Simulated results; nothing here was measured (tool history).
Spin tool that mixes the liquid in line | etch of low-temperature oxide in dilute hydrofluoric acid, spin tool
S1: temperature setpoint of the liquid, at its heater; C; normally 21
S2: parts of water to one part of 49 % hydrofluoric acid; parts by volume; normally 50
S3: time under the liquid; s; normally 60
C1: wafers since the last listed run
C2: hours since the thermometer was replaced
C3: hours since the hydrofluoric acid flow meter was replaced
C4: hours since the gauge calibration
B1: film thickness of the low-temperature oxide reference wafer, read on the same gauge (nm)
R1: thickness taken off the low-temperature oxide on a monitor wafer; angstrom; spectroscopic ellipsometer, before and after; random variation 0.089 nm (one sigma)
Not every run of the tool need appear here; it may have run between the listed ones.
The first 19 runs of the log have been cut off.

| run | hour | S1 | S2 | S3 | C1 | C2 | C3 | C4 | B1 | R1 |
|---|---|---|---|---|---|---|---|---|---|---|
| 20 | 968.6 | 17 | 65 | 60 | 734 | 891.1 | 632.5 | 150.7 | 99.99 | 120.3 |
| 21 | 1023 | 19 | 50 | 60 | 707 | 945.5 | 686.9 | 205.1 | 100 | 174.8 |
|  | 1046.7 | thermometer replaced |
| 22 | 1094.8 | 21 | 50 | 50 | 920 | 48.1 | 758.7 | 276.9 | 100.01 | 159.4 |
| 23 | 1131.9 | 21 | 75 | 80 | 482 | 85.2 | 795.8 | 314 | 99.99 | 165.1 |
| 24 | 1188.4 | 21 | 50 | 60 | 734 | 141.7 | 852.3 | 370.5 | 99.98 | 191.2 |
| 25 | 1257.5 | 24 | 50 | 85 | 898 | 210.8 | 921.4 | 439.6 | 99.98 | 304.5 |
| 26 | 1294.2 | 21 | 50 | 60 | 477 | 247.5 | 958.1 | 476.3 | 100.01 | 187.6 |
| 27 | 1339.1 | 18.5 | 40 | 80 | 584 | 292.4 | 1003 | 521.2 | 100.02 | 287.5 |
| 28 | 1375.9 | 17 | 35 | 40 | 478 | 329.2 | 1039.8 | 558 | 100.01 | 155.6 |
| 29 | 1417.4 | 21 | 50 | 60 | 539 | 370.7 | 1081.3 | 599.5 | 100.03 | 189.8 |
| 30 | 1481.2 | 23.5 | 25 | 60 | 829 | 434.5 | 1145.1 | 663.3 | 100 | 432.3 |
| 31 | 1535.4 | 21 | 50 | 60 | 704 | 488.7 | 1199.3 | 717.5 | 100.02 | 190.3 |

5 options for the next run, each taken on its own from the tool as it stands now. Forecast them:
| A | 1535.8 | 23 | 50 | 60 | 5 | 489.1 | 1199.7 | 717.9 | ? | ? |
| B | 1535.8 | 24.5 | 50 | 60 | 5 | 489.1 | 1199.7 | 717.9 | ? | ? |
| C | 1535.8 | 24 | 50 | 25 | 5 | 489.1 | 1199.7 | 717.9 | ? | ? |
| D | 1535.8 | 19.5 | 60 | 50 | 5 | 489.1 | 1199.7 | 717.9 | ? | ? |
| E | 1535.8 | 21 | 70 | 70 | 5 | 489.1 | 1199.7 | 717.9 | ? | ? |

| run | B1 | R1 |
|---|---|---|
| A | 99.99 | 204.6 |
| B | 99.99 | 217.7 |
| C | 99.99 | 88.9 |
| D | 99.99 | 121.2 |
| E | 99.99 | 153 |
Without the tool's hidden state the same runs would have given:
| run | R1 |
|---|---|
| A | 210.7 |
| B | 224.1 |
| C | 91.5 |
| D | 124.8 |
| E | 157.6 |
